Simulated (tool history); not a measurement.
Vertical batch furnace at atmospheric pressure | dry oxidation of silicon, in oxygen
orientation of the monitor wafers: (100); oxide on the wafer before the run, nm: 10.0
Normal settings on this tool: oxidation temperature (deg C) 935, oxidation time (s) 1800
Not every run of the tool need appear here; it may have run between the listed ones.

run,day,oxidation temperature (deg C),oxidation time (s),"read-back reference wafer on the same gauge, thickness",oxide thickness on the monitor wafer (Å)
1,0,945,1800,17.02,222.8
2,2.75,935,1800,17.04,206.8
3,4.567,935,1800,17.03,207.7
4,7.692,935,1800,16.96,207.7
5,11.4,935,1800,17.02,208.1
6,14.408,935,1800,16.99,205
7,16.754,928,2520,16.99,231.5
8,20.404,928,2520,17.03,230.6
9,23.75,935,1800,16.98,206
10,26.662,935,1800,17,207.2
11,28.483,935,1320,17.02,179.2
12,30.183,942,2340,16.99,245.6
13,34.021,953,1800,16.97,234.6
14,38.167,935,1800,16.95,206.4
15,42.638,917,2220,17,202.8
# day 48.596: gauge calibrated
16,49.762,935,1800,16.96,205.5
17,51.896,935,1800,17,206.9
18,56.096,918,2400,17.01,209.4
19,57.612,913,2160,17,193
20,60.171,960,1380,16.97,218.2
21,62.833,955,1080,17.01,189.8
# day 64.375: thermocouples replaced and temperature profile calibrated
22,66.996,935,1800,17.04,206.9
23,68.675,913,1020,17,147
# day 69.738: boat lift adjusted
24,72.842,911,1380,17.01,158.8
25,77.288,935,1800,16.97,203.8
26,80.6,923,2400,16.97,214
27,83.738,935,1800,17.01,202.1
28,88.083,955,2250,17.01,259.8
29,89.846,935,2670,16.98,244.9
30,93.692,921,1560,16.99,175.5
# day 96.817: boat lift adjusted, repeated, since the last time left the tool worse
31,96.838,935,1800,17.03,207.5
32,100.858,912,1470,16.98,167.9
33,102.883,956,2490,16.99,285.5
34,104.525,922,1260,17.04,167.5
35,108.104,935,1800,17,211.4
36,109.671,935,1560,16.96,195.9
37,113.529,935,1080,17.02,169.3
38,115.958,959,1800,17.02,251
39,120.238,913,1800,16.97,180
40,122.017,935,1800,17.02,208.1

Selected run-to-run steps in oxide thickness on the monitor wafer (Å), each split into two signed amounts: the part the tool would show with no hidden state at all (from settings, incoming material and random variation), and the remainder, which goes to the hidden state together with any gauge scatter not common to the measured and the hidden-state-free results:
Hidden conditions of the tool in this case: true tube temperature minus thermocouple reading, K; monitor wafer colder than the profiled boat position, K; gauge reads high (%).
Run 27 -> 28: oxidation temperature (deg C) 935 -> 955, oxidation time (s) 1800 -> 2250. oxide thickness on the monitor wafer (Å) +57.7: hidden state -4, all else +61.7.
Run 29 -> 30: oxidation temperature (deg C) 935 -> 921, oxidation time (s) 2670 -> 1560. oxide thickness on the monitor wafer (Å) -69.4: hidden state +4.1, all else -73.5.
Run 30 -> 31: oxidation temperature (deg C) 921 -> 935, oxidation time (s) 1560 -> 1800, boat lift adjusted, repeated, since the last time left the tool worse. oxide thickness on the monitor wafer (Å) +32: hidden state +5.1, all else +26.9.
Run 32 -> 33: oxidation temperature (deg C) 912 -> 956, oxidation time (s) 1470 -> 2490. oxide thickness on the monitor wafer (Å) +117.6: hidden state -0.6, all else +118.2.
Run 33 -> 34: oxidation temperature (deg C) 956 -> 922, oxidation time (s) 2490 -> 1260. oxide thickness on the monitor wafer (Å) -118: hidden state +0.4, all else -118.4.
Run 37 -> 38: oxidation temperature (deg C) 935 -> 959, oxidation time (s) 1080 -> 1800. oxide thickness on the monitor wafer (Å) +81.7: hidden state -0.6, all else +82.3.

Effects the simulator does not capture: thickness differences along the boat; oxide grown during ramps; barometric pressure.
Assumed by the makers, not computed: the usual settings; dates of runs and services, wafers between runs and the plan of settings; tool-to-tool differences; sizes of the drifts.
